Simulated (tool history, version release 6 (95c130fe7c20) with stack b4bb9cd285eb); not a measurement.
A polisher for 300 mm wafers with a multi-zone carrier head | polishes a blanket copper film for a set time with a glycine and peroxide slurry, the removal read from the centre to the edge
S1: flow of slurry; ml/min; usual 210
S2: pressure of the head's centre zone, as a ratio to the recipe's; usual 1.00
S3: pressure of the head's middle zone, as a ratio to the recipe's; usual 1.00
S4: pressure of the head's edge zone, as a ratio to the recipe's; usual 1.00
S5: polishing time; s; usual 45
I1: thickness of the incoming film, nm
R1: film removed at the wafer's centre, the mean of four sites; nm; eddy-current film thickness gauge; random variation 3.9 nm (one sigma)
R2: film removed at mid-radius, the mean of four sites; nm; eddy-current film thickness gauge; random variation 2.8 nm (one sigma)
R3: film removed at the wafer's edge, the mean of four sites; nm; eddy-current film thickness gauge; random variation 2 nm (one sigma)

| run | hour | S1 | S2 | S3 | S4 | S5 | I1 | R1 | R2 | R3 |
|---|---|---|---|---|---|---|---|---|---|---|
| 1 | 0.0 | 210 | 1.00 | 1.00 | 1.00 | 45 | 2112.4 | 234.1 | 232.6 | 240.9 |
|  | 3.0 | worn pad replaced by a new one |
| 2 | 33.8 | 210 | 1.00 | 1.00 | 1.00 | 45 | 2095.7 | 266.7 | 260.3 | 270.7 |
| 3 | 48.8 | 210 | 1.00 | 1.00 | 0.96 | 45 | 2088.9 | 253.1 | 262.6 | 256.5 |
| 4 | 75.2 | 210 | 1.00 | 1.00 | 1.00 | 45 | 2122.0 | 246.5 | 255.9 | 258.7 |
| 5 | 110.0 | 210 | 1.00 | 1.00 | 1.00 | 45 | 2110.2 | 245.3 | 244.8 | 250.8 |
|  | 145.6 | worn pad replaced by a new one |
| 6 | 146.1 | 210 | 1.00 | 1.00 | 1.00 | 45 | 2097.0 | 268.0 | 261.1 | 275.3 |
| 7 | 162.5 | 210 | 1.00 | 1.00 | 1.00 | 45 | 2082.8 | 258.7 | 258.9 | 268.0 |
| 8 | 177.7 | 210 | 1.00 | 1.00 | 1.00 | 45 | 2119.2 | 252.5 | 258.7 | 265.8 |
| 9 | 205.1 | 210 | 1.00 | 1.00 | 1.00 | 45 | 2103.0 | 251.3 | 250.6 | 257.9 |
|  | 212.0 | carrier head's membrane replaced by a new one |
| 10 | 226.6 | 210 | 1.00 | 1.00 | 1.00 | 45 | 2095.2 | 249.6 | 241.5 | 252.6 |
|  | 233.2 | slurry nozzle cleaned |
| 11 | 239.0 | 210 | 1.00 | 1.00 | 1.00 | 45 | 2112.2 | 251.1 | 247.7 | 255.6 |
|  | 302.1 | worn pad replaced by a new one |
| 12 | 339.4 | 210 | 1.08 | 0.89 | 1.00 | 45 | 2108.7 | 281.8 | 235.9 | 272.2 |
| 13 | 372.1 | 210 | 1.00 | 1.00 | 1.12 | 45 | 2102.7 | 258.2 | 254.2 | 279.9 |
| 14 | 396.9 | 275 | 0.90 | 1.10 | 1.00 | 45 | 2099.1 | 235.9 | 277.6 | 262.8 |
|  | 404.4 | centre zone pressure recalibrated |
|  | 424.0 | edge zone pressure recalibrated |
| 15 | 429.9 | 140 | 1.04 | 1.08 | 1.00 | 45 | 2095.5 | 239.6 | 245.7 | 237.6 |
|  | 435.6 | worn pad replaced by a new one |
| 16 | 442.2 | 140 | 1.04 | 1.08 | 1.00 | 45 | 2108.6 | 264.4 | 267.8 | 262.7 |
| 17 | 502.3 | 210 | 1.00 | 1.08 | 1.00 | 45 | 2099.2 | 252.8 | 270.3 | 259.8 |
| 18 | 523.9 | 210 | 1.00 | 1.00 | 0.95 | 33 | 2148.4 | 179.4 | 181.3 | 182.8 |
|  | 582.5 | worn pad replaced by a new one |
| 19 | 591.5 | 210 | 0.91 | 1.00 | 1.06 | 39 | 2111.0 | 211.1 | 229.5 | 240.7 |
| 20 | 607.5 | 230 | 0.94 | 0.95 | 1.00 | 35 | 2132.3 | 192.6 | 195.9 | 210.8 |

Some steps in R1 between neighbouring runs. How much of each would the tool show without its hidden state too (settings, what came in, random variation), and how much is left for the hidden state, with any gauge scatter that isn't in both results?
The hidden state here: removal rate lost through wear of the pad, %; slurry flow missing at the pad, %; deviation of the centre zone's pressure from its setpoint, %; deviation of the edge zone's pressure from its setpoint, %.
Run 1 -> 2: worn pad replaced by a new one. R1 +32.6 nm: hidden state +28.8, all else +3.8.
Run 15 -> 16: worn pad replaced by a new one. R1 +24.8 nm: hidden state +24.8, all else +0.0.
Run 17 -> 18: S3 1.08 -> 1.00, S4 1.00 -> 0.95, S5 45 -> 33. R1 -73.4 nm: hidden state +1.8, all else -75.2.

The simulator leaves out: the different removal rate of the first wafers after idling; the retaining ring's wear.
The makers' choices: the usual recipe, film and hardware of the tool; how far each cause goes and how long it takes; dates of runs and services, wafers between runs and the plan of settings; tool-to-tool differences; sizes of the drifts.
